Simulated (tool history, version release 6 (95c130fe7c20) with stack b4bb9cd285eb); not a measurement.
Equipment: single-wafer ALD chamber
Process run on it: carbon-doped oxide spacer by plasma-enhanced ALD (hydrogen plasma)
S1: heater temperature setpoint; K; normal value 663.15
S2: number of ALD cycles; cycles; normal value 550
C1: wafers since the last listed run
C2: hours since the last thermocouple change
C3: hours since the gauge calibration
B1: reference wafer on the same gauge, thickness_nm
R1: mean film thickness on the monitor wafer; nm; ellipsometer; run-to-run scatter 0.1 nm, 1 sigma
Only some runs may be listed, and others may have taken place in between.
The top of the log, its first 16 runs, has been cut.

run 17 hour=1114.9 | S1=663.15 S2=512 | C1=44 C2=119.1 C3=2672 | B1=27.62 | R1=23.577
run 18 hour=1207.1 | S1=663.15 S2=512 | C1=40 C2=211.3 C3=2764.2 | B1=27.575 | R1=23.735
run 19 hour=1270.8 | S1=652.15 S2=627 | C1=27 C2=275 C3=2827.9 | B1=27.574 | R1=29.082
run 20 hour=1441.9 | S1=663.15 S2=550 | C1=74 C2=446.1 C3=2999 | B1=27.429 | R1=25.4
-- hour=1443.4 gauge calibrated
run 21 hour=1493.7 | S1=663.15 S2=480 | C1=22 C2=497.9 C3=50.3 | B1=28.02 | R1=22.622
run 22 hour=1537.3 | S1=672.15 S2=635 | C1=19 C2=541.5 C3=93.9 | B1=28.047 | R1=29.785
run 23 hour=1851.3 | S1=663.15 S2=512 | C1=137 C2=855.5 C3=407.9 | B1=28.04 | R1=24.199
run 24 hour=1935.3 | S1=654.15 S2=452 | C1=36 C2=939.5 C3=491.9 | B1=27.956 | R1=21.087
run 25 hour=2000 | S1=663.15 S2=444 | C1=28 C2=1004.2 C3=556.6 | B1=27.973 | R1=20.778
run 26 hour=2037.4 | S1=663.15 S2=550 | C1=16 C2=1041.6 C3=594 | B1=27.999 | R1=25.841
run 27 hour=2132.8 | S1=648.15 S2=499 | C1=41 C2=1137 C3=689.4 | B1=28.025 | R1=23.267
run 28 hour=2189.3 | S1=663.15 S2=550 | C1=24 C2=1193.5 C3=745.9 | B1=27.947 | R1=25.843
run 29 hour=2272.8 | S1=678.15 S2=621 | C1=36 C2=1277 C3=829.4 | B1=27.9 | R1=28.716
run 30 hour=2320.1 | S1=654.15 S2=620 | C1=20 C2=1324.3 C3=876.7 | B1=27.973 | R1=29.038
run 31 hour=2426.4 | S1=654.15 S2=452 | C1=46 C2=1430.6 C3=983 | B1=27.875 | R1=21.09
run 32 hour=2485.3 | S1=669.15 S2=467 | C1=25 C2=1489.5 C3=1041.9 | B1=27.916 | R1=21.896
run 33 hour=2586.8 | S1=653.15 S2=550 | C1=44 C2=1591 C3=1143.4 | B1=27.953 | R1=25.669
run 34 hour=2689.8 | S1=663.15 S2=550 | C1=44 C2=1694 C3=1246.4 | B1=27.948 | R1=25.809
run 35 hour=2783 | S1=663.15 S2=550 | C1=40 C2=1787.2 C3=1339.6 | B1=27.929 | R1=25.766
run 36 hour=2828.1 | S1=663.15 S2=491 | C1=19 C2=1832.3 C3=1384.7 | B1=27.864 | R1=22.885
run 37 hour=2891.6 | S1=663.15 S2=550 | C1=27 C2=1895.8 C3=1448.2 | B1=27.834 | R1=25.606
-- hour=2960.6 thermocouple changed; heater temperature recalibrated
run 38 hour=2970.8 | S1=677.15 S2=515 | C1=31 C2=10.2 C3=1527.4 | B1=27.841 | R1=23.751

Forecast each of these 4 alternatives for the next run:
run A hour=2972 | S1=663.15 S2=550 | C1=0 C2=11.4 C3=1528.6 | B1=? | R1=?
run B hour=2972 | S1=663.15 S2=470 | C1=0 C2=11.4 C3=1528.6 | B1=? | R1=?
run C hour=2972 | S1=672.15 S2=479 | C1=0 C2=11.4 C3=1528.6 | B1=? | R1=?
run D hour=2972 | S1=670.15 S2=606 | C1=0 C2=11.4 C3=1528.6 | B1=? | R1=?

run=A B1=27.829 R1=25.741
run=B B1=27.829 R1=21.997
run=C B1=27.829 R1=22.418
run=D B1=27.829 R1=28.362
Had the tool no hidden state, the same runs would have come out as:
run=A R1=25.978
run=B R1=22.2
run=C R1=22.625
run=D R1=28.623
